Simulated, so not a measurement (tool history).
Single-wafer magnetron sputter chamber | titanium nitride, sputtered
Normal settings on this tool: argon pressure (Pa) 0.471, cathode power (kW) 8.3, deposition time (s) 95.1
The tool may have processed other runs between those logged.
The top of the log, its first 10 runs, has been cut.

run   hour  argon pressure (Pa)  cathode power (kW)  deposition time (s)  wafers since the last listed run  wafers on the sputter target  hours since the last manometer calibration  hours since the magnet pack was replaced  hours since the gauge calibration  read-back reference wafer on the same gauge, thickness_nm  mean film thickness on the monitor wafer (angstrom)
 11  237.9                0.471                 7.8                 95.1                               223                          4669                                      1094.9                                    6336.8                               27.6                                                    146.995                                              1272.54
 12  278.9                0.471                 7.8                 95.1                               515                          5184                                      1135.9                                    6377.8                               68.6                                                    146.975                                              1269.42
 13  294.1                0.471                 8.3                 95.1                               191                          5375                                      1151.1                                      6393                               83.8                                                    146.931                                               1336.8
     317.8  -- capacitance manometer re-zeroed and calibrated
 14  318.3                0.359                 8.3                 83.6                               203                          5579                                         0.5                                    6417.2                                108                                                    146.997                                              1216.12
 15  344.1                0.597                 9.3                 81.1                               324                          5904                                        26.3                                      6443                              133.8                                                    147.153                                               1201.3
 16  378.1                0.471                 8.3                110.1                               427                          6331                                        60.3                                      6477                              167.8                                                    146.966                                              1532.13
     391.6  -- magnet pack replaced
 17  392.1                0.337                 9.3                104.7                                75                          6407                                        74.3                                       0.5                              181.8                                                    147.047                                              1660.43
 18  412.3                0.471                 8.3                 95.1                               254                          6661                                        94.5                                      20.7                                202                                                    146.883                                              1322.42
 19  442.2                0.471                 8.3                  102                               376                          7037                                       124.4                                      50.6                              231.9                                                    146.962                                              1420.74
 20  475.2                0.471                 8.3                 84.4                               415                          7452                                       157.4                                      83.6                              264.9                                                    146.801                                              1174.91
 21  492.5                0.289                 7.7                106.8                               217                          7669                                       174.7                                     100.9                              282.2                                                    147.125                                              1488.79
 22  505.2                0.305                7.65                 95.1                               159                          7829                                       187.4                                     113.6                              294.9                                                    147.025                                              1301.03
 23  518.3                0.555                7.25                101.7                               164                          7994                                       200.5                                     126.7                                308                                                    147.049                                              1243.78
     547.4  -- sputter target and shields replaced
 24  547.9                0.471                 8.3                 95.1                               271                             6                                       230.1                                     156.3                              337.6                                                    146.719                                              1287.79
 25  575.3                  0.3                 8.3                  100                               344                           351                                       257.5                                     183.7                                365                                                    146.807                                              1419.43
 26  601.8                0.539                 7.7                 95.1                               333                           684                                         284                                     210.2                              391.5                                                    147.004                                              1190.06
 27  634.5                0.471                 8.3                 95.1                               411                          1096                                       316.7                                     242.9                              424.2                                                    146.935                                              1290.84
 28  657.1                0.471                 8.3                 95.1                               284                          1380                                       339.3                                     265.5                              446.8                                                    146.942                                              1281.28
 29  692.9                0.299                 6.6                109.8                               450                          1830                                       375.1                                     301.3                              482.6                                                    146.957                                              1314.08
 30  710.5                0.471                 8.3                 95.1                               221                          2051                                       392.7                                     318.9                              500.2                                                    147.139                                              1278.11
 31  729.5                0.471                  10                 95.1                               238                          2290                                       411.7                                     337.9                              519.2                                                    147.147                                              1491.03
 32  742.9                0.618                7.35                 79.7                               168                          2459                                       425.1                                     351.3                              532.6                                                    146.923                                               933.91
     760.1  -- sputter target and shields replaced, repeated, since the last time left the tool worse
 33  846.6                0.471                 8.3                107.9                              1203                          1087                                       528.8                                       455                              636.3                                                    146.822                                              1539.47
 34  879.1                0.471                 8.3                 95.1                               408                          1496                                       561.3                                     487.5                              668.8                                                    146.835                                              1359.13

Here are 5 independent what-if runs from the current tool condition. What would each one return?
  A  879.5                0.471                 8.3                 95.1                                 5                          1501                                       561.7                                     487.9                              669.2                                                          ?                                                    ?
  B  879.5                0.649                 9.9                 95.1                                 5                          1501                                       561.7                                     487.9                              669.2                                                          ?                                                    ?
  C  879.5                0.471                 8.3                   89                                 5                          1501                                       561.7                                     487.9                              669.2                                                          ?                                                    ?
  D  879.5                0.654                 9.2                106.2                                 5                          1501                                       561.7                                     487.9                              669.2                                                          ?                                                    ?
  E  879.5                0.416                 8.3                 95.1                                 5                          1501                                       561.7                                     487.9                              669.2                                                          ?                                                    ?

run  read-back reference wafer on the same gauge, thickness_nm  mean film thickness on the monitor wafer (angstrom)
  A                                                    147.074                                              1352.01
  B                                                    147.074                                              1476.35
  C                                                    147.074                                              1265.28
  D                                                    147.074                                              1552.14
  E                                                    147.074                                              1374.23
Without the tool's unlogged condition, the same runs would have read:
run  mean film thickness on the monitor wafer (angstrom)
  A                                              1361.02
  B                                              1486.19
  C                                              1273.72
  D                                              1562.49
  E                                              1383.39
